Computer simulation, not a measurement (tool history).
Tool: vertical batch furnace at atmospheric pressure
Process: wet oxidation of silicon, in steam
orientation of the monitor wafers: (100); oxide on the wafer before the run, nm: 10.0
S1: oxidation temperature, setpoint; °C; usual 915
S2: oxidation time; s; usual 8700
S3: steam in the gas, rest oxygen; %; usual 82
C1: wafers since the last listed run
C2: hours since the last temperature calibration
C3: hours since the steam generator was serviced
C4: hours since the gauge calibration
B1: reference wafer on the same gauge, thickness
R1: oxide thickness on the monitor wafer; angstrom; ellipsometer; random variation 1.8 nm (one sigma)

run,hour,S1,S2,S3,C1,C2,C3,C4,B1,R1
1,0.0,915,8700,82,0,1771.0,3534.8,708.4,389.93,3370.0
2,36.9,915,8700,82,312,1807.9,3571.7,745.3,389.62,3378.6
3,77.7,915,8700,82,345,1848.7,3612.5,786.1,389.82,3378.3
4,107.2,915,8700,82,249,1878.2,3642.0,815.6,390.12,3370.5
5,133.9,932,8700,76,225,1904.9,3668.7,842.3,390.35,3672.7
6,202.1,932,8700,76,576,1973.1,3736.9,910.5,390.33,3686.0
7,255.0,932,8700,76,447,2026.0,3789.8,963.4,390.04,3723.0
8,318.4,915,8700,82,536,2089.4,3853.2,1026.8,390.12,3391.9
9,389.8,902,8700,82,603,2160.8,3924.6,1098.2,389.78,2933.7
# hour 486.8: thermocouples replaced and temperature profile calibrated
10,487.3,902,8700,82,621,0.5,4022.1,1195.7,390.23,2811.6
11,517.3,902,8700,82,253,30.5,4052.1,1225.7,389.83,2784.7
# hour 631.8: steam generator serviced
12,692.5,908,8700,82,1278,205.7,60.7,1400.9,390.56,3239.6
13,727.7,908,8700,82,297,240.9,95.9,1436.1,390.30,3245.0
14,792.8,908,8700,82,550,306.0,161.0,1501.2,389.68,3239.1
15,846.6,915,8700,82,455,359.8,214.8,1555.0,390.25,3463.9
16,873.6,915,6960,82,228,386.8,241.8,1582.0,389.78,2919.1
17,931.4,915,6960,82,488,444.6,299.6,1639.8,390.01,2903.1
18,1001.6,915,8700,82,593,514.8,369.8,1710.0,389.84,3492.4
19,1027.8,898,8700,86,221,541.0,396.0,1736.2,390.01,2994.2
20,1081.9,936,6870,82,457,595.1,450.1,1790.3,389.52,3514.2
21,1109.3,940,8700,82,231,622.5,477.5,1817.7,389.96,4352.9
22,1178.7,906,8700,82,586,691.9,546.9,1887.1,390.30,3191.0
23,1235.2,902,10200,85,477,748.4,603.4,1943.6,390.28,3550.7
24,1288.0,915,8700,82,446,801.2,656.2,1996.4,389.92,3459.4
# hour 1294.0: gauge calibrated
25,1349.3,895,12720,79,518,862.5,717.5,55.3,390.03,3637.9
26,1397.8,897,8700,91,410,911.0,766.0,103.8,390.11,3085.8
27,1441.1,915,8700,82,366,954.3,809.3,147.1,389.34,3492.4
28,1496.4,915,8700,82,467,1009.6,864.6,202.4,389.72,3489.8
29,1533.4,909,5790,75,312,1046.6,901.6,239.4,390.20,2186.9
30,1569.2,924,10080,87,302,1082.4,937.4,275.2,389.09,4358.1
31,1626.6,902,8700,82,485,1139.8,994.8,332.6,390.11,3011.5

Forecast run 32:
32,1664.0,902,11610,89,316,1177.2,1032.2,370.0,?,?

{"run 32": {"B1": 389.98, "R1": 4041.6}}
Without the tool's hidden state the same run would have given R1 4013.1 angstrom.
